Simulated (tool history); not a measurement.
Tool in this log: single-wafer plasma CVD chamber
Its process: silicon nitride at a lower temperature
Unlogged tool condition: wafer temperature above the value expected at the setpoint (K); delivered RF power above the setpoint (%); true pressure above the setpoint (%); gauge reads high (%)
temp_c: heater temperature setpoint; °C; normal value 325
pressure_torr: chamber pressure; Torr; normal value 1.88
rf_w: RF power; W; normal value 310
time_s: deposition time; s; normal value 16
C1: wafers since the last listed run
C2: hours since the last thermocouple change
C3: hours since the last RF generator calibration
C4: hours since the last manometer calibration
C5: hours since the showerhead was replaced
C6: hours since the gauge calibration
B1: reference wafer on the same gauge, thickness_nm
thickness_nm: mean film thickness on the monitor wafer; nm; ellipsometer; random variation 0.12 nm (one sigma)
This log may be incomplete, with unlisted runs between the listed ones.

Run 1, hour 0: usual settings but temp_c 320 °C, pressure_torr 2.24 Torr; C1 0; C2 567; C3 1741; C4 882.2; C5 3897.3; C6 483.3; B1 16.742. Result: thickness_nm 20.325 nm.
Run 2, hour 42: usual settings but pressure_torr 1.58 Torr; C1 1622; C2 609; C3 1783; C4 924.2; C5 3939.3; C6 525.3; B1 16.678. Result: thickness_nm 18.496 nm.
Run 3, hour 135.8: usual settings; C1 3623; C2 702.8; C3 1876.8; C4 1018; C5 4033.1; C6 619.1; B1 16.742. Result: thickness_nm 19.253 nm.
Run 4, hour 224.8: usual settings; C1 3437; C2 791.8; C3 1965.8; C4 1107; C5 4122.1; C6 708.1; B1 16.719. Result: thickness_nm 19.418 nm.
Run 5, hour 325.5: usual settings but time_s 13.7 s; C1 3889; C2 892.5; C3 2066.5; C4 1207.7; C5 4222.8; C6 808.8; B1 16.626. Result: thickness_nm 16.56 nm.
Run 6, hour 378.2: usual settings but time_s 13.7 s; C1 2035; C2 945.2; C3 2119.2; C4 1260.4; C5 4275.5; C6 861.5; B1 16.649. Result: thickness_nm 16.285 nm.
At hour 395.5: RF generator calibrated.
Run 7, hour 476: usual settings; C1 3468; C2 1043; C3 80.5; C4 1358.2; C5 4373.3; C6 959.3; B1 16.636. Result: thickness_nm 20.318 nm.
At hour 504.2: showerhead replaced.
At hour 506.4: capacitance manometer re-zeroed and calibrated.
Run 8, hour 527.4: usual settings but rf_w 330 W, time_s 17.3 s; C1 1590; C2 1094.4; C3 131.9; C4 21; C5 23.2; C6 1010.7; B1 16.746. Result: thickness_nm 23.042 nm.
Run 9, hour 580.3: usual settings; C1 2043; C2 1147.3; C3 184.8; C4 73.9; C5 76.1; C6 1063.6; B1 16.714. Result: thickness_nm 20.246 nm.
Run 10, hour 646.9: usual settings but temp_c 337 °C, pressure_torr 1.57 Torr, rf_w 365 W, time_s 17 s; C1 2572; C2 1213.9; C3 251.4; C4 140.5; C5 142.7; C6 1130.2; B1 16.706. Result: thickness_nm 22.972 nm.
At hour 703.5: gauge calibrated.
Run 11, hour 707.6: usual settings but temp_c 317 °C; C1 2344; C2 1274.6; C3 312.1; C4 201.2; C5 203.4; C6 4.1; B1 16.724. Result: thickness_nm 20.302 nm.
At hour 775.4: thermocouple changed; heater temperature recalibrated.
Run 12, hour 801.4: usual settings; C1 3314; C2 26; C3 405.9; C4 295; C5 297.2; C6 97.9; B1 16.716. Result: thickness_nm 20.256 nm.

Predict the results of run 13:
Run 13, hour 879.4: usual settings but temp_c 337 °C, pressure_torr 1.62 Torr, rf_w 265 W, time_s 17.9 s; C1 3013; C2 104; C3 483.9; C4 373; C5 375.2; C6 175.9; B1 ?. Result: thickness_nm ?.

{"run 13": {"B1": 16.689, "thickness_nm": 19.055}}
With the hidden condition absent and the run-to-run variation left alone, this run would have shown thickness_nm 19.254 nm.

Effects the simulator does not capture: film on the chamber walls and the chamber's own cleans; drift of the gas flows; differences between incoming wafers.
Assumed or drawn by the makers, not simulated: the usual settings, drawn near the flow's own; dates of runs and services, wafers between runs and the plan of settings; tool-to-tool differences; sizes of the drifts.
